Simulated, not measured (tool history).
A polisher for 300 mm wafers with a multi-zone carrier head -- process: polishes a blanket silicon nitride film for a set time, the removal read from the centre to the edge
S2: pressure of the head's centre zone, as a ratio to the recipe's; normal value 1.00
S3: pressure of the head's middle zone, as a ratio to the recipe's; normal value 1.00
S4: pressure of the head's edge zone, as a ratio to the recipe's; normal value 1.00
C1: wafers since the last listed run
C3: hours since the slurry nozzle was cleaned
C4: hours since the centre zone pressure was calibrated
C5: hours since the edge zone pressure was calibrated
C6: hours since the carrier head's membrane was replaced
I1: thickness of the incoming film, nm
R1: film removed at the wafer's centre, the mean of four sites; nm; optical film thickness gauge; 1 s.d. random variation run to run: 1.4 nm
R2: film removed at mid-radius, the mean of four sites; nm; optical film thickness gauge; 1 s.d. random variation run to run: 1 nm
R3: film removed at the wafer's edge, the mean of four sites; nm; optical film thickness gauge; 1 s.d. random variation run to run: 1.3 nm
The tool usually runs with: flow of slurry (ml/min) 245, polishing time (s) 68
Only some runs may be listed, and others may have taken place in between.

{"run": 1, "hour": 0.0, "flow of slurry (ml/min)": 245, "S2": 1.0, "S3": 1.0, "S4": 1.0, "polishing time (s)": 86, "C1": 0, "wafers polished on this pad": 4, "C3": 585.0, "C4": 967.9, "C5": 1060.9, "C6": 2005.6, "I1": 950.6, "R1": 156.9, "R2": 174.7, "R3": 181.1}
{"run": 2, "hour": 6.5, "flow of slurry (ml/min)": 245, "S2": 1.0, "S3": 1.0, "S4": 1.0, "polishing time (s)": 68, "C1": 65, "wafers polished on this pad": 69, "C3": 591.5, "C4": 974.4, "C5": 1067.4, "C6": 2012.1, "I1": 947.2, "R1": 123.2, "R2": 140.7, "R3": 143.2}
{"run": 3, "hour": 17.6, "flow of slurry (ml/min)": 245, "S2": 1.03, "S3": 1.0, "S4": 0.92, "polishing time (s)": 68, "C1": 111, "wafers polished on this pad": 181, "C3": 602.6, "C4": 985.5, "C5": 1078.5, "C6": 2023.2, "I1": 953.5, "R1": 123.5, "R2": 141.3, "R3": 136.4}
{"run": 4, "hour": 30.9, "flow of slurry (ml/min)": 245, "S2": 1.0, "S3": 0.91, "S4": 1.04, "polishing time (s)": 68, "C1": 133, "wafers polished on this pad": 314, "C3": 615.9, "C4": 998.8, "C5": 1091.8, "C6": 2036.5, "I1": 948.5, "R1": 122.9, "R2": 130.7, "R3": 147.4}
{"hour": 46.2, "done": "carrier head's membrane replaced by a new one"}
{"run": 5, "hour": 46.7, "flow of slurry (ml/min)": 270, "S2": 1.08, "S3": 1.0, "S4": 1.0, "polishing time (s)": 68, "C1": 108, "wafers polished on this pad": 422, "C3": 631.7, "C4": 1014.6, "C5": 1107.6, "C6": 0.5, "I1": 953.9, "R1": 134.6, "R2": 140.8, "R3": 145.7}
{"hour": 53.7, "done": "edge zone pressure recalibrated"}
{"run": 6, "hour": 58.1, "flow of slurry (ml/min)": 245, "S2": 1.04, "S3": 1.0, "S4": 1.0, "polishing time (s)": 68, "C1": 94, "wafers polished on this pad": 516, "C3": 643.1, "C4": 1026.0, "C5": 4.4, "C6": 11.9, "I1": 948.1, "R1": 124.3, "R2": 140.1, "R3": 143.6}
{"run": 7, "hour": 71.1, "flow of slurry (ml/min)": 245, "S2": 1.0, "S3": 1.0, "S4": 1.0, "polishing time (s)": 68, "C1": 130, "wafers polished on this pad": 647, "C3": 656.1, "C4": 1039.0, "C5": 17.4, "C6": 24.9, "I1": 955.3, "R1": 119.9, "R2": 141.1, "R3": 142.3}
{"run": 8, "hour": 87.4, "flow of slurry (ml/min)": 245, "S2": 1.09, "S3": 1.0, "S4": 1.0, "polishing time (s)": 76, "C1": 163, "wafers polished on this pad": 810, "C3": 672.4, "C4": 1055.3, "C5": 33.7, "C6": 41.2, "I1": 965.8, "R1": 145.8, "R2": 157.9, "R3": 160.6}
{"run": 9, "hour": 95.9, "flow of slurry (ml/min)": 180, "S2": 1.09, "S3": 1.0, "S4": 1.0, "polishing time (s)": 68, "C1": 85, "wafers polished on this pad": 895, "C3": 680.9, "C4": 1063.8, "C5": 42.2, "C6": 49.7, "I1": 953.2, "R1": 125.1, "R2": 135.1, "R3": 136.2}
{"hour": 102.4, "done": "worn pad replaced by a new one"}
{"hour": 102.5, "done": "centre zone pressure recalibrated"}
{"run": 10, "hour": 102.9, "flow of slurry (ml/min)": 245, "S2": 0.93, "S3": 0.89, "S4": 1.08, "polishing time (s)": 68, "C1": 28, "wafers polished on this pad": 3, "C3": 687.9, "C4": 0.4, "C5": 49.2, "C6": 56.7, "I1": 943.4, "R1": 129.5, "R2": 127.6, "R3": 147.6}
{"hour": 111.3, "done": "slurry nozzle cleaned"}
{"run": 11, "hour": 111.8, "flow of slurry (ml/min)": 185, "S2": 1.0, "S3": 0.96, "S4": 1.0, "polishing time (s)": 48, "C1": 79, "wafers polished on this pad": 82, "C3": 0.5, "C4": 9.3, "C5": 58.1, "C6": 65.6, "I1": 937.4, "R1": 93.6, "R2": 93.0, "R3": 97.3}
{"run": 12, "hour": 122.5, "flow of slurry (ml/min)": 245, "S2": 1.0, "S3": 1.0, "S4": 0.94, "polishing time (s)": 68, "C1": 107, "wafers polished on this pad": 190, "C3": 11.2, "C4": 20.0, "C5": 68.8, "C6": 76.3, "I1": 947.4, "R1": 136.5, "R2": 139.9, "R3": 139.2}
{"run": 13, "hour": 132.4, "flow of slurry (ml/min)": 245, "S2": 1.0, "S3": 1.0, "S4": 1.0, "polishing time (s)": 68, "C1": 99, "wafers polished on this pad": 289, "C3": 21.1, "C4": 29.9, "C5": 78.7, "C6": 86.2, "I1": 954.2, "R1": 137.3, "R2": 140.8, "R3": 140.8}
{"run": 14, "hour": 145.5, "flow of slurry (ml/min)": 170, "S2": 1.0, "S3": 1.0, "S4": 0.93, "polishing time (s)": 68, "C1": 131, "wafers polished on this pad": 420, "C3": 34.2, "C4": 43.0, "C5": 91.8, "C6": 99.3, "I1": 948.1, "R1": 129.2, "R2": 133.6, "R3": 134.7}
{"run": 15, "hour": 160.7, "flow of slurry (ml/min)": 245, "S2": 1.0, "S3": 1.0, "S4": 1.0, "polishing time (s)": 68, "C1": 152, "wafers polished on this pad": 573, "C3": 49.4, "C4": 58.2, "C5": 107.0, "C6": 114.5, "I1": 956.5, "R1": 135.5, "R2": 141.3, "R3": 143.7}
{"run": 16, "hour": 173.4, "flow of slurry (ml/min)": 290, "S2": 1.0, "S3": 1.11, "S4": 1.0, "polishing time (s)": 68, "C1": 127, "wafers polished on this pad": 700, "C3": 62.1, "C4": 70.9, "C5": 119.7, "C6": 127.2, "I1": 937.0, "R1": 140.8, "R2": 156.8, "R3": 145.3}
{"run": 17, "hour": 181.5, "flow of slurry (ml/min)": 245, "S2": 1.0, "S3": 1.0, "S4": 1.0, "polishing time (s)": 68, "C1": 81, "wafers polished on this pad": 781, "C3": 70.2, "C4": 79.0, "C5": 127.8, "C6": 135.3, "I1": 943.5, "R1": 136.8, "R2": 137.4, "R3": 143.0}
{"run": 18, "hour": 198.5, "flow of slurry (ml/min)": 245, "S2": 1.0, "S3": 1.0, "S4": 0.94, "polishing time (s)": 68, "C1": 170, "wafers polished on this pad": 951, "C3": 87.2, "C4": 96.0, "C5": 144.8, "C6": 152.3, "I1": 962.6, "R1": 138.5, "R2": 142.6, "R3": 140.0}
{"hour": 205.3, "done": "worn pad replaced by a new one"}
{"run": 19, "hour": 208.4, "flow of slurry (ml/min)": 245, "S2": 1.0, "S3": 1.0, "S4": 1.0, "polishing time (s)": 68, "C1": 59, "wafers polished on this pad": 30, "C3": 97.1, "C4": 105.9, "C5": 154.7, "C6": 162.2, "I1": 938.7, "R1": 137.7, "R2": 137.6, "R3": 143.0}
{"run": 20, "hour": 214.5, "flow of slurry (ml/min)": 305, "S2": 0.88, "S3": 0.9, "S4": 0.91, "polishing time (s)": 68, "C1": 61, "wafers polished on this pad": 91, "C3": 103.2, "C4": 112.0, "C5": 160.8, "C6": 168.3, "I1": 945.0, "R1": 124.1, "R2": 130.0, "R3": 139.0}
{"run": 21, "hour": 221.6, "flow of slurry (ml/min)": 245, "S2": 1.0, "S3": 1.08, "S4": 1.0, "polishing time (s)": 49, "C1": 71, "wafers polished on this pad": 162, "C3": 110.3, "C4": 119.1, "C5": 167.9, "C6": 175.4, "I1": 935.7, "R1": 98.8, "R2": 107.9, "R3": 103.4}
{"run": 22, "hour": 227.8, "flow of slurry (ml/min)": 280, "S2": 1.0, "S3": 1.0, "S4": 1.08, "polishing time (s)": 51, "C1": 62, "wafers polished on this pad": 225, "C3": 116.5, "C4": 125.3, "C5": 174.1, "C6": 181.6, "I1": 953.4, "R1": 104.9, "R2": 105.5, "R3": 113.8}

Some steps in R1, run to run, broken into two amounts with sign: the step expected even without the hidden condition (settings, incoming material, random variation), and the rest, left for the hidden condition together with whatever gauge scatter is not in both the measured and the hidden-condition-free result:
Hidden state at play: removal rate lost through wear of the pad, %; slurry flow missing at the pad, %; deviation of the centre zone's pressure from its setpoint, %; deviation of the edge zone's pressure from its setpoint, %.
Run 7 -> 8: S2 1.00 -> 1.09, polishing time (s) 68 -> 76. R1 +25.9 nm: hidden state -4.4, all else +30.3.
Run 9 -> 10: flow of slurry (ml/min) 180 -> 245, S2 1.09 -> 0.93, S3 1.00 -> 0.89, S4 1.00 -> 1.08, worn pad replaced by a new one, centre zone pressure recalibrated. R1 +4.4 nm: hidden state +18.9, all else -14.5.
Run 10 -> 11: flow of slurry (ml/min) 245 -> 185, S2 0.93 -> 1.00, S3 0.89 -> 0.96, S4 1.08 -> 1.00, polishing time (s) 68 -> 48, slurry nozzle cleaned. R1 -35.9 nm: hidden state +0.1, all else -36.0.
Run 11 -> 12: flow of slurry (ml/min) 185 -> 245, S3 0.96 -> 1.00, S4 1.00 -> 0.94, polishing time (s) 48 -> 68. R1 +42.9 nm: hidden state +0.0, all else +42.9.
